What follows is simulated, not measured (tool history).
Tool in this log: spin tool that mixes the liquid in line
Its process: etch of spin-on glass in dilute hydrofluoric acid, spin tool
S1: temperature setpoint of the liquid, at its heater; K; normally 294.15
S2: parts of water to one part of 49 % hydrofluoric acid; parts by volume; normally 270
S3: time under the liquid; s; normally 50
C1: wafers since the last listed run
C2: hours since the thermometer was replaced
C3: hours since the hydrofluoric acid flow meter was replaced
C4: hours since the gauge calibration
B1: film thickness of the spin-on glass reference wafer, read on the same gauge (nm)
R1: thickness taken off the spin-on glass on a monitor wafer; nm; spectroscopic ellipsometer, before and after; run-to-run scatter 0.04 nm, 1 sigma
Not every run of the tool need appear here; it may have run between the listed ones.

run,day,S1,S2,S3,C1,C2,C3,C4,B1,R1
1,0.000,294.15,270,50,0,762.6,1441.5,301.8,149.97,6.33
2,1.292,294.15,270,60,505,793.6,1472.5,332.8,150.01,7.67
3,3.562,294.15,350,50,888,848.1,1527.0,387.3,150.00,4.58
4,6.167,294.15,350,50,1018,910.6,1589.5,449.8,149.98,4.58
5,7.846,294.15,350,50,656,950.9,1629.8,490.1,149.99,4.63
6,10.238,290.65,270,50,935,1008.3,1687.2,547.5,150.02,5.57
7,11.567,290.65,270,50,519,1040.2,1719.1,579.4,149.98,5.66
8,13.342,290.65,270,50,694,1082.8,1761.7,622.0,149.99,5.64
9,16.267,294.15,270,50,1144,1153.0,1831.9,692.2,149.99,6.43
10,19.150,294.15,270,50,1127,1222.2,1901.1,761.4,149.99,6.38
11,21.675,293.15,270,50,987,1282.8,1961.7,822.0,150.06,6.26
# day 22.475: hydrofluoric acid flow meter replaced
12,23.458,294.15,270,50,681,1325.6,23.6,864.8,150.07,6.09
# day 23.658: thermometer replaced
13,25.954,294.15,270,50,959,55.1,83.5,924.7,149.95,6.07
# day 26.538: gauge calibrated
14,27.421,294.15,270,50,573,90.3,118.7,21.2,150.01,6.07
15,28.479,290.65,170,30,413,115.7,144.1,46.6,149.97,5.61
16,31.200,290.15,270,40,1064,181.0,209.4,111.9,149.98,4.21
17,32.871,294.15,270,50,653,221.1,249.5,152.0,149.97,6.13
18,34.379,290.15,150,30,589,257.3,285.7,188.2,150.05,6.37
19,36.154,294.15,355,40,694,299.9,328.3,230.8,149.99,3.43
20,38.362,294.15,270,20,863,352.9,381.3,283.8,150.03,2.46
21,40.396,292.65,270,30,795,401.7,430.1,332.6,149.99,3.47
22,43.375,292.15,270,75,1165,473.2,501.6,404.1,150.00,8.51
23,45.438,295.65,320,65,806,522.7,551.1,453.6,149.99,6.76
24,47.067,298.15,270,50,637,561.8,590.2,492.7,149.99,7.04
25,49.854,294.15,270,50,1090,628.7,657.1,559.6,149.99,6.21
26,51.567,299.15,270,50,669,669.8,698.2,600.7,150.00,7.31
27,52.842,294.15,270,50,498,700.4,728.8,631.3,149.99,6.17
28,54.508,295.65,270,50,651,740.4,768.8,671.3,149.98,6.60
29,56.000,294.15,270,50,583,776.2,804.6,707.1,150.00,6.18
30,57.767,294.15,185,65,691,818.6,847.0,749.5,150.01,12.70
31,59.383,295.65,270,50,632,857.4,885.8,788.3,150.01,6.56
32,60.392,294.15,375,80,394,881.6,910.0,812.5,150.03,6.55
33,61.612,298.15,400,50,477,910.9,939.3,841.8,150.06,4.28
34,64.471,291.65,400,50,1118,979.5,1007.9,910.4,149.97,3.44

Predict each of these 4 candidate next runs independently; none follows another, all start after run 34:
A,64.488,290.15,270,50,6,979.9,1008.3,910.8,?,?
B,64.488,298.65,360,65,6,979.9,1008.3,910.8,?,?
C,64.488,297.15,315,25,6,979.9,1008.3,910.8,?,?
D,64.488,294.15,390,50,6,979.9,1008.3,910.8,?,?

run,B1,R1
A,149.99,5.35
B,149.99,6.53
C,149.99,2.85
D,149.99,3.88
With the hidden condition removed and each run's random variation left untouched, the same runs would have given:
run,R1
A,5.21
B,6.35
C,2.77
D,3.77
